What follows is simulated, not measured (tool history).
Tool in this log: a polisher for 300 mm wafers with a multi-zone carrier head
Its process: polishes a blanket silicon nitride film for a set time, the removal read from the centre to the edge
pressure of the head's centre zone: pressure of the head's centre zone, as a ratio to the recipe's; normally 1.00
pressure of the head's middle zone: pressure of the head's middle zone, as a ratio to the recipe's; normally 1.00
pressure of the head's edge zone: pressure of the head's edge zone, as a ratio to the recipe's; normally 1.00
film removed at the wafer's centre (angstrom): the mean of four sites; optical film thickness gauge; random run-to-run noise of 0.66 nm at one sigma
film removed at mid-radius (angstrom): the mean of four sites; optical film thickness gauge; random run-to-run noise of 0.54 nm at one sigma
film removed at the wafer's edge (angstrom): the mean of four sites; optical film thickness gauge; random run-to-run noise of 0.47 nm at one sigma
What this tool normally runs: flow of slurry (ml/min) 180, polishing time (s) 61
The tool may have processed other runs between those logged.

| run | hour | flow of slurry (ml/min) | pressure of the head's centre zone | pressure of the head's middle zone | pressure of the head's edge zone | polishing time (s) | incoming thickness of the incoming film, nm | film removed at the wafer's centre (angstrom) | film removed at mid-radius (angstrom) | film removed at the wafer's edge (angstrom) |
|---|---|---|---|---|---|---|---|---|---|---|
| 1 | 0.0 | 180 | 1.00 | 1.00 | 1.00 | 61 | 844.9 | 728 | 722 | 752 |
| 2 | 62.0 | 180 | 1.00 | 1.00 | 1.00 | 61 | 853.1 | 722 | 729 | 756 |
| 3 | 131.0 | 180 | 1.00 | 1.00 | 1.05 | 73 | 834.9 | 868 | 852 | 923 |
|  | 242.2 | worn pad replaced by a new one |
| 4 | 251.7 | 180 | 1.00 | 1.00 | 1.00 | 61 | 833.9 | 713 | 705 | 733 |
|  | 258.7 | edge zone pressure recalibrated |
| 5 | 314.7 | 180 | 1.00 | 1.00 | 1.00 | 61 | 841.5 | 700 | 685 | 724 |
| 6 | 360.0 | 180 | 1.00 | 1.00 | 1.00 | 61 | 851.7 | 688 | 675 | 706 |
|  | 385.4 | slurry nozzle cleaned |
|  | 387.5 | centre zone pressure recalibrated |
|  | 438.5 | carrier head's membrane replaced by a new one |
| 7 | 462.1 | 180 | 1.00 | 1.00 | 1.00 | 61 | 842.9 | 735 | 726 | 750 |
| 8 | 501.8 | 180 | 1.00 | 1.00 | 1.00 | 61 | 855.7 | 733 | 729 | 753 |
|  | 530.6 | worn pad replaced by a new one |
| 9 | 570.1 | 180 | 1.00 | 1.00 | 1.00 | 61 | 850.8 | 734 | 719 | 740 |
| 10 | 640.6 | 180 | 1.00 | 1.00 | 1.00 | 61 | 858.2 | 724 | 716 | 748 |
| 11 | 681.0 | 240 | 1.00 | 1.09 | 0.93 | 51 | 836.3 | 635 | 674 | 620 |
| 12 | 752.6 | 180 | 0.91 | 0.92 | 1.03 | 80 | 845.8 | 848 | 861 | 993 |
|  | 798.0 | worn pad replaced by a new one |
| 13 | 809.0 | 180 | 1.00 | 1.00 | 1.00 | 61 | 838.3 | 703 | 695 | 736 |
| 14 | 840.8 | 180 | 0.96 | 1.10 | 1.00 | 61 | 850.4 | 676 | 762 | 718 |
| 15 | 907.1 | 180 | 0.91 | 0.95 | 0.95 | 61 | 836.7 | 630 | 652 | 695 |
| 16 | 945.9 | 205 | 1.00 | 1.00 | 0.95 | 66 | 853.4 | 754 | 750 | 770 |
|  | 973.6 | slurry nozzle cleaned |
|  | 988.1 | edge zone pressure recalibrated |
| 17 | 996.0 | 180 | 0.92 | 1.09 | 1.00 | 78 | 840.0 | 861 | 995 | 949 |
|  | 1054.6 | worn pad replaced by a new one |
| 18 | 1064.1 | 180 | 1.00 | 1.00 | 1.00 | 61 | 850.6 | 732 | 705 | 744 |
| 19 | 1136.0 | 180 | 1.00 | 1.00 | 1.00 | 61 | 859.6 | 717 | 706 | 741 |
| 20 | 1177.1 | 180 | 1.00 | 1.00 | 1.06 | 53 | 856.7 | 621 | 624 | 659 |
| 21 | 1239.2 | 180 | 1.00 | 1.00 | 1.00 | 61 | 859.8 | 725 | 707 | 736 |

Predict the results of run 22:
| 22 | 1292.2 | 180 | 1.00 | 0.93 | 1.00 | 61 | 855.0 | ? | ? | ? |

Run 22 produced film removed at the wafer's centre (angstrom) 709, film removed at mid-radius (angstrom) 656, film removed at the wafer's edge (angstrom) 738.
With the hidden condition absent and the run-to-run variation left alone, this run would have shown film removed at the wafer's centre (angstrom) 744, film removed at mid-radius (angstrom) 684, film removed at the wafer's edge (angstrom) 761.
